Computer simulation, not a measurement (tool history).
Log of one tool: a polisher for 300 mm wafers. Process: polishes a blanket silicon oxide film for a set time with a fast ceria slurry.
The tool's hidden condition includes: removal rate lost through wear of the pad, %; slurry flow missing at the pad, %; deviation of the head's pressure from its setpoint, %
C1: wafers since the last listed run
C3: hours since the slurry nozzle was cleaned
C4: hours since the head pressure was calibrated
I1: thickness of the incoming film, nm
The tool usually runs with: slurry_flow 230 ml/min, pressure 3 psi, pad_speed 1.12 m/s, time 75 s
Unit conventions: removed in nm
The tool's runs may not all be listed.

{"run": 1, "hour": 0.0, "slurry_flow": 230, "pressure": 3, "pad_speed": 1.12, "time": 75, "C1": 0, "wafers polished on this pad": 594, "C3": 11.9, "C4": 581, "I1": 3954.6, "removed": 1321.9}
{"run": 2, "hour": 16.3, "slurry_flow": 230, "pressure": 3, "pad_speed": 1.12, "time": 75, "C1": 200, "wafers polished on this pad": 794, "C3": 28.2, "C4": 597.3, "I1": 3964.2, "removed": 1315.3}
{"run": 3, "hour": 51.3, "slurry_flow": 230, "pressure": 3, "pad_speed": 1.3, "time": 75, "C1": 431, "wafers polished on this pad": 1226, "C3": 63.2, "C4": 632.3, "I1": 4063.1, "removed": 1540.8}
{"hour": 64.0, "done": "worn pad replaced by a new one"}
{"run": 4, "hour": 72.6, "slurry_flow": 230, "pressure": 3, "pad_speed": 1.3, "time": 75, "C1": 213, "wafers polished on this pad": 105, "C3": 84.5, "C4": 653.6, "I1": 3954.5, "removed": 1535.8}
{"run": 5, "hour": 91.3, "slurry_flow": 230, "pressure": 3, "pad_speed": 1.4, "time": 75, "C1": 230, "wafers polished on this pad": 336, "C3": 103.2, "C4": 672.3, "I1": 3948, "removed": 1630}
{"run": 6, "hour": 146.3, "slurry_flow": 230, "pressure": 3, "pad_speed": 1.4, "time": 75, "C1": 677, "wafers polished on this pad": 1013, "C3": 158.2, "C4": 727.3, "I1": 3928.7, "removed": 1666.1}
{"run": 7, "hour": 178.0, "slurry_flow": 230, "pressure": 3, "pad_speed": 1.4, "time": 75, "C1": 390, "wafers polished on this pad": 1404, "C3": 189.9, "C4": 759, "I1": 3985.6, "removed": 1670.2}
{"hour": 184.8, "done": "worn pad replaced by a new one"}
{"run": 8, "hour": 200.2, "slurry_flow": 230, "pressure": 3, "pad_speed": 1.12, "time": 75, "C1": 224, "wafers polished on this pad": 189, "C3": 212.1, "C4": 781.2, "I1": 3953.2, "removed": 1336.9}
{"run": 9, "hour": 235.7, "slurry_flow": 230, "pressure": 3, "pad_speed": 1.12, "time": 75, "C1": 437, "wafers polished on this pad": 626, "C3": 247.6, "C4": 816.7, "I1": 3973, "removed": 1318.2}
{"run": 10, "hour": 257.6, "slurry_flow": 230, "pressure": 3, "pad_speed": 1.12, "time": 75, "C1": 269, "wafers polished on this pad": 896, "C3": 269.5, "C4": 838.6, "I1": 3945.7, "removed": 1334.5}

What will run 11 give?
{"run": 11, "hour": 285.6, "slurry_flow": 230, "pressure": 3, "pad_speed": 1.12, "time": 86, "C1": 345, "wafers polished on this pad": 1241, "C3": 297.5, "C4": 866.6, "I1": 4000.1, "removed": "?"}

removed: 1497.7 nm
Had the tool carried no hidden state, the very same run would have given removed 1497.7 nm.

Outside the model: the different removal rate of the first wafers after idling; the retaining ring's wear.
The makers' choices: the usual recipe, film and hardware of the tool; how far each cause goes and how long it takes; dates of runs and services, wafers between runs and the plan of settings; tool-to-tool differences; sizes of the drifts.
